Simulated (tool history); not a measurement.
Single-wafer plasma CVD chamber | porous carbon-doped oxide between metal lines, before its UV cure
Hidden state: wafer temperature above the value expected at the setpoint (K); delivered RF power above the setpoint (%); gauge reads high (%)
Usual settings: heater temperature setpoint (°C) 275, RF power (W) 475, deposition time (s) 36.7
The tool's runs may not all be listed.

run    hour  heater temperature setpoint (°C)  RF power (W)  deposition time (s)  wafers since the last listed run  hours since the last thermocouple change  hours since the last RF generator calibration  hours since the showerhead was replaced  hours since the gauge calibration  read-back reference wafer on the same gauge, thickness_nm  mean film thickness on the monitor wafer (angstrom)
  1       0                               275           475                 36.7                                 0                                    1710.9                                         1576.8                                   3556.2                             1311.5                                                    218.004                                              2248.77
  2    89.4                               275           475                 36.7                              2020                                    1800.3                                         1666.2                                   3645.6                             1400.9                                                     217.99                                              2233.64
      123.6  -- thermocouple changed; heater temperature recalibrated
  3   174.2                               264           535                 36.7                              1735                                      50.6                                           1751                                   3730.4                             1485.7                                                    217.932                                              2785.36
  4   215.1                               264           535                 36.7                               924                                      91.5                                         1791.9                                   3771.3                             1526.6                                                    218.018                                              2766.85
  5   283.5                               275           475                 36.7                              1545                                     159.9                                         1860.3                                   3839.7                               1595                                                    217.937                                              2298.58
  6   350.9                               275           475                 36.7                              1523                                     227.3                                         1927.7                                   3907.1                             1662.4                                                    218.239                                               2295.6
  7   439.9                               275           475                 36.7                              2011                                     316.3                                         2016.7                                   3996.1                             1751.4                                                    218.101                                               2289.6
  8   529.6                               275           475                 36.7                              2027                                       406                                         2106.4                                   4085.8                             1841.1                                                    217.912                                              2270.91
  9   599.1                               271           475                 36.7                              1570                                     475.5                                         2175.9                                   4155.3                             1910.6                                                    218.052                                              2325.32
 10   647.4                               271           475                 36.7                              1091                                     523.8                                         2224.2                                   4203.6                             1958.9                                                    217.871                                              2307.58
 11   702.8                               271           475                 36.7                              1251                                     579.2                                         2279.6                                     4259                             2014.3                                                    218.127                                              2317.33
 12   743.2                               275           475                 36.7                               912                                     619.6                                           2320                                   4299.4                             2054.7                                                    217.875                                              2236.14
 13   847.5                               275           475                 34.5                              2356                                     723.9                                         2424.3                                   4403.7                               2159                                                    218.148                                              2118.02
 14   908.8                               275           475                 34.5                              1385                                     785.2                                         2485.6                                     4465                             2220.3                                                    217.983                                               2079.5
 15   951.5                               275           475                 34.5                               964                                     827.9                                         2528.3                                   4507.7                               2263                                                    217.967                                              2101.09
      977.7  -- gauge calibrated
 16  1019.4                               275           475                 36.7                              1534                                     895.8                                         2596.2                                   4575.6                               41.7                                                    217.978                                              2212.68
 17  1091.4                               275           475                 40.5                              1627                                     967.8                                         2668.2                                   4647.6                              113.7                                                    218.027                                              2428.63
     1181.3  -- RF generator calibrated
 18  1193.5                               275           475                 36.7                              2126                                    1069.9                                           12.2                                   4749.7                              215.8                                                    217.906                                               2290.8
 19  1273.9                               275           475                 36.7                              1816                                    1150.3                                           92.6                                   4830.1                              296.2                                                    217.972                                              2300.77
 20    1324                               275           475                 36.7                              1132                                    1200.4                                          142.7                                   4880.2                              346.3                                                    217.986                                              2289.79
 21  1377.2                               275           475                 39.3                              1202                                    1253.6                                          195.9                                   4933.4                              399.5                                                    218.148                                              2431.22
 22  1454.6                               285           530                 36.7                              1749                                      1331                                          273.3                                   5010.8                              476.9                                                    218.204                                              2397.24
 23  1547.6                               275           440                 36.7                              2101                                      1424                                          366.3                                   5103.8                              569.9                                                    217.999                                              2088.83
     1629.3  -- thermocouple changed; heater temperature recalibrated
     1700.1  -- showerhead replaced
 24  1727.7                               267           405                 34.7                              3708                                      98.4                                          546.4                                     27.6                                750                                                    217.961                                              1944.43
 25  1797.3                               275           475                 39.8                              1572                                       168                                            616                                     97.2                              819.6                                                    218.029                                              2520.93
 26  1856.1                               281           395                 39.8                              1328                                     226.8                                          674.8                                      156                              878.4                                                    217.929                                              1961.26
 27  1916.2                               275           475                 36.7                              1358                                     286.9                                          734.9                                    216.1                              938.5                                                    218.089                                              2343.03
 28  2020.5                               271           385                 31.8                              2356                                     391.2                                          839.2                                    320.4                             1042.8                                                    217.951                                               1613.7
 29  2089.1                               275           420                 36.7                              1550                                     459.8                                          907.8                                      389                             1111.4                                                    218.027                                              2017.68
 30  2180.3                               275           535                 40.7                              2060                                       551                                            999                                    480.2                             1202.6                                                    218.201                                              2845.85
 31  2225.4                               269           475                 36.7                              1019                                     596.1                                         1044.1                                    525.3                             1247.7                                                    218.073                                               2397.9
 32  2268.8                               287           445                 36.7                               980                                     639.5                                         1087.5                                    568.7                             1291.1                                                    217.959                                               1996.8
 33  2373.6                               269           560                   34                              2368                                     744.3                                         1192.3                                    673.5                             1395.9                                                    218.026                                              2572.65
 34  2443.1                               275           475                 36.7                              1570                                     813.8                                         1261.8                                      743                             1465.4                                                     218.07                                              2293.42
 35    2516                               275           475                 36.7                              1647                                     886.7                                         1334.7                                    815.9                             1538.3                                                    218.061                                              2270.64

Some steps in mean film thickness on the monitor wafer (angstrom) between neighbouring runs. How much of each would the tool show without its hidden state too (settings, what came in, random variation), and how much is left for the hidden state, with any gauge scatter that isn't in both results?
Run 2 -> 3: heater temperature setpoint (°C) 275 -> 264, RF power (W) 475 -> 535, thermocouple changed; heater temperature recalibrated. mean film thickness on the monitor wafer (angstrom) +551.72: hidden state +76, all else +475.72.
Run 17 -> 18: deposition time (s) 40.5 -> 36.7, RF generator calibrated. mean film thickness on the monitor wafer (angstrom) -137.83: hidden state +106.18, all else -244.01.
Run 23 -> 24: heater temperature setpoint (°C) 275 -> 267, RF power (W) 440 -> 405, deposition time (s) 36.7 -> 34.7, thermocouple changed; heater temperature recalibrated, showerhead replaced. mean film thickness on the monitor wafer (angstrom) -144.4: hidden state +61.1, all else -205.5.
Run 24 -> 25: heater temperature setpoint (°C) 267 -> 275, RF power (W) 405 -> 475, deposition time (s) 34.7 -> 39.8. mean film thickness on the monitor wafer (angstrom) +576.5: hidden state -7.94, all else +584.44.
Run 27 -> 28: heater temperature setpoint (°C) 275 -> 271, RF power (W) 475 -> 385, deposition time (s) 36.7 -> 31.8. mean film thickness on the monitor wafer (angstrom) -729.33: hidden state +2.2, all else -731.53.
Run 29 -> 30: RF power (W) 420 -> 535, deposition time (s) 36.7 -> 40.7. mean film thickness on the monitor wafer (angstrom) +828.17: hidden state -21.75, all else +849.92.
